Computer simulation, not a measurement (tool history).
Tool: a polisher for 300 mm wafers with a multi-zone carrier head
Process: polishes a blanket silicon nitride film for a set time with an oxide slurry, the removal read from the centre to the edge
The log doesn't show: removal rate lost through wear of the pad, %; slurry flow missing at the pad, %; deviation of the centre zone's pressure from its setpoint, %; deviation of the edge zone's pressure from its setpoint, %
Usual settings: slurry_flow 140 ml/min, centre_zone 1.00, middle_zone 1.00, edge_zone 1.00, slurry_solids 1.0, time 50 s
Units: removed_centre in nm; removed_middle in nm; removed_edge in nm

run	hour	slurry_flow	centre_zone	middle_zone	edge_zone	slurry_solids	time	wafers since the last listed run	wafers polished on this pad	hours since the slurry nozzle was cleaned	hours since the centre zone pressure was calibrated	hours since the edge zone pressure was calibrated	hours since the carrier head's membrane was replaced	incoming thickness of the incoming film, nm	removed_centre	removed_middle	removed_edge
1	0.0	140	1.00	1.00	1.00	1.0	50	0	3081	695.0	704.1	758.9	1100.5	332.2	24.3	23.6	24.2
# hour 7.6: carrier head's membrane replaced by a new one
# hour 81.0: slurry nozzle cleaned
2	104.9	140	0.92	1.00	1.00	1.0	50	1206	4288	23.9	809.0	863.8	97.3	331.9	21.4	23.1	23.5
# hour 184.6: worn pad replaced by a new one
# hour 188.2: centre zone pressure recalibrated
3	191.1	140	0.92	1.00	1.00	1.0	50	978	55	110.1	2.9	950.0	183.5	330.4	22.9	24.9	25.1
4	246.8	140	0.92	1.00	1.00	1.0	50	679	734	165.8	58.6	1005.7	239.2	332.3	22.6	24.6	24.3
# hour 338.7: edge zone pressure recalibrated
5	345.5	110	1.00	1.00	1.00	1.0	50	1179	1914	264.5	157.3	6.8	337.9	329.3	22.6	22.4	23.6
6	412.1	120	1.00	0.95	0.92	1.0	50	812	2726	331.1	223.9	73.4	404.5	324.3	22.8	21.3	22.6
7	473.2	170	1.00	1.03	1.09	1.0	50	745	3472	392.2	285.0	134.5	465.6	330.2	24.8	25.0	25.5
8	568.5	140	1.00	1.00	1.00	1.0	61	1162	4634	487.5	380.3	229.8	560.9	334.8	28.5	27.6	27.9
9	613.4	140	1.00	1.00	1.00	1.0	50	547	5182	532.4	425.2	274.7	605.8	328.9	23.1	22.5	22.8
# hour 642.9: worn pad replaced by a new one
10	683.7	115	1.00	1.10	1.04	1.0	50	808	497	602.7	495.5	345.0	676.1	327.6	24.3	25.6	24.7
11	756.1	140	1.00	1.00	1.00	1.0	50	883	1380	675.1	567.9	417.4	748.5	332.9	25.0	24.3	24.4
12	816.4	140	1.07	1.00	1.00	1.0	50	735	2116	735.4	628.2	477.7	808.8	334.6	26.7	23.9	24.4
# hour 909.5: carrier head's membrane replaced by a new one
13	910.0	115	1.00	0.91	0.92	1.0	60	1080	3197	829.0	721.8	571.3	0.5	332.9	27.2	25.1	26.7
# hour 946.7: slurry nozzle cleaned
# hour 1066.8: centre zone pressure recalibrated
14	1067.3	140	1.00	1.00	1.00	1.0	66	1882	5079	120.6	0.5	728.6	157.8	325.4	30.4	30.0	30.4
# hour 1150.1: worn pad replaced by a new one
15	1171.0	140	1.00	1.00	1.00	1.0	50	1216	255	224.3	104.2	832.3	261.5	333.7	25.4	24.7	25.3
# hour 1246.5: edge zone pressure recalibrated
16	1257.4	175	1.00	1.00	1.00	1.0	50	1029	1284	310.7	190.6	10.9	347.9	331.4	26.7	25.0	25.2
17	1302.6	140	1.00	1.11	1.00	1.0	50	551	1836	355.9	235.8	56.1	393.1	335.5	24.7	25.8	24.4
18	1354.0	140	1.00	1.00	1.00	1.0	50	627	2463	407.3	287.2	107.5	444.5	328.8	24.5	24.1	24.3
19	1447.5	140	1.07	1.00	1.05	1.2	50	1140	3603	500.8	380.7	201.0	538.0	329.6	28.6	26.1	27.2
20	1494.5	140	1.00	1.00	1.00	1.0	50	573	4177	547.8	427.7	248.0	585.0	328.3	24.4	23.1	23.3

Forecast each of these 5 alternatives for the next run:
A	1494.9	140	1.00	1.00	1.00	1.0	50	4	4182	548.2	428.1	248.4	585.4	329.6	?	?	?
B	1494.9	140	1.00	1.09	0.91	1.0	50	4	4182	548.2	428.1	248.4	585.4	329.6	?	?	?
C	1494.9	140	1.00	1.00	1.00	1.0	41	4	4182	548.2	428.1	248.4	585.4	329.6	?	?	?
D	1494.9	140	1.00	1.00	1.00	1.0	40	4	4182	548.2	428.1	248.4	585.4	329.6	?	?	?
E	1494.9	140	0.95	1.07	0.97	1.0	38	4	4182	548.2	428.1	248.4	585.4	329.6	?	?	?

run	removed_centre	removed_middle	removed_edge
A	23.6	22.8	23.6
B	23.6	24.3	22.6
C	19.4	18.7	19.4
D	18.9	18.2	18.9
E	17.0	18.2	17.7
Without the tool's hidden state the same runs would have given:
run	removed_centre	removed_middle	removed_edge
A	25.5	24.5	25.5
B	25.5	26.2	24.3
C	20.9	20.1	20.9
D	20.4	19.6	20.4
E	18.4	19.6	19.1
